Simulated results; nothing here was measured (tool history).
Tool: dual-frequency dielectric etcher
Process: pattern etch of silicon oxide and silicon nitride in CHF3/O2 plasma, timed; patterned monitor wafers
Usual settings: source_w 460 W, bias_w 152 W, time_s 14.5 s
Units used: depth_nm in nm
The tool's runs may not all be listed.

run,hour,source_w,bias_w,time_s,wafers since the last listed run,hours since the last wet clean,hours since the last source power generator calibration,hours since the last bias power generator calibration,hours since the last upper electrode change,hours since the gauge calibration,"read-back reference wafer on the same gauge, depth_nm",depth_nm
1,0.0,460,122,14.5,0,149.4,2796.3,3081.0,2632.4,1406.8,20.50,17.92
2,58.5,460,122,14.5,1242,207.9,2854.8,3139.5,2690.9,1465.3,20.50,17.86
3,130.1,460,122,14.5,1521,279.5,2926.4,3211.1,2762.5,1536.9,20.49,17.83
4,234.4,460,167,14.5,2215,383.8,3030.7,3315.4,2866.8,1641.2,20.50,19.27
5,285.7,460,167,14.5,1089,435.1,3082.0,3366.7,2918.1,1692.5,20.50,19.30
# hour 325.3: upper electrode replaced
6,340.1,540,152,13.0,645,489.5,3136.4,3421.1,14.8,1746.9,20.49,18.12
# hour 383.8: wet clean of the chamber
7,388.0,540,152,13.0,507,4.2,3184.3,3469.0,62.7,1794.8,20.50,18.18
8,427.1,460,152,16.5,830,43.3,3223.4,3508.1,101.8,1833.9,20.50,21.47
# hour 499.4: bias power generator calibrated
9,499.9,460,152,16.5,1461,116.1,3296.2,0.5,174.6,1906.7,20.50,21.12
10,544.6,380,152,14.5,949,160.8,3340.9,45.2,219.3,1951.4,20.50,17.02
# hour 549.8: gauge calibrated
11,615.0,380,152,14.5,1495,231.2,3411.3,115.6,289.7,65.2,20.50,17.02
12,667.4,520,128,17.5,1113,283.6,3463.7,168.0,342.1,117.6,20.49,22.79
13,726.1,400,175,18.0,1247,342.3,3522.4,226.7,400.8,176.3,20.51,22.36
14,786.6,420,182,14.5,1285,402.8,3582.9,287.2,461.3,236.8,20.50,18.61
15,824.6,410,119,14.5,807,440.8,3620.9,325.2,499.3,274.8,20.51,16.68
16,875.0,460,152,14.5,1070,491.2,3671.3,375.6,549.7,325.2,20.51,18.59
# hour 879.1: source power generator calibrated
# hour 948.9: wet clean of the chamber
17,949.4,460,152,14.5,985,0.5,70.3,450.0,624.1,399.6,20.50,18.84
18,957.5,500,123,14.5,172,8.6,78.4,458.1,632.2,407.7,20.49,18.65
19,1004.0,340,131,18.0,987,55.1,124.9,504.6,678.7,454.2,20.50,19.61
20,1031.6,410,119,14.5,586,82.7,152.5,532.2,706.3,481.8,20.50,16.95
21,1080.2,490,114,11.0,1032,131.3,201.1,580.8,754.9,530.4,20.50,13.75
22,1108.0,460,152,14.5,590,159.1,228.9,608.6,782.7,558.2,20.51,18.75
23,1161.4,360,152,17.5,1134,212.5,282.3,662.0,836.1,611.6,20.49,20.23
24,1217.9,540,152,13.0,1200,269.0,338.8,718.5,892.6,668.1,20.50,18.09
25,1252.7,460,152,14.5,739,303.8,373.6,753.3,927.4,702.9,20.49,18.77
26,1286.6,520,181,12.5,720,337.7,407.5,787.2,961.3,736.8,20.50,17.82
27,1321.6,460,122,14.5,743,372.7,442.5,822.2,996.3,771.8,20.50,17.83
28,1348.0,540,152,14.5,560,399.1,468.9,848.6,1022.7,798.2,20.50,20.11
29,1401.9,460,125,14.5,1145,453.0,522.8,902.5,1076.6,852.1,20.50,17.88

Hidden state, per run?
etch rate over this chamber's usual, %: 0, the same for each run
gauge reads high (%): 0, the same for each run
H1: source power that arrives over what is set, %
H2: bias power that arrives over what is set, %
run,H1,H2
1,-3.93,5.27
2,-3.96,5.45
3,-3.99,5.67
4,-4.04,6.01
5,-4.06,6.18
6,-4.08,6.36
7,-4.1,6.52
8,-4.11,6.66
9,-4.14,0.14
10,-4.15,0.141
11,-4.18,0.147
12,-4.19,0.154
13,-4.21,0.165
14,-4.23,0.181
15,-4.24,0.192
16,-4.25,0.21
17,-1.17,0.24
18,-1.2,0.244
19,-1.37,0.266
20,-1.46,0.28
21,-1.63,0.307
22,-1.72,0.323
23,-1.89,0.357
24,-2.06,0.395
25,-2.16,0.421
26,-2.26,0.446
27,-2.36,0.474
28,-2.43,0.496
29,-2.58,0.543
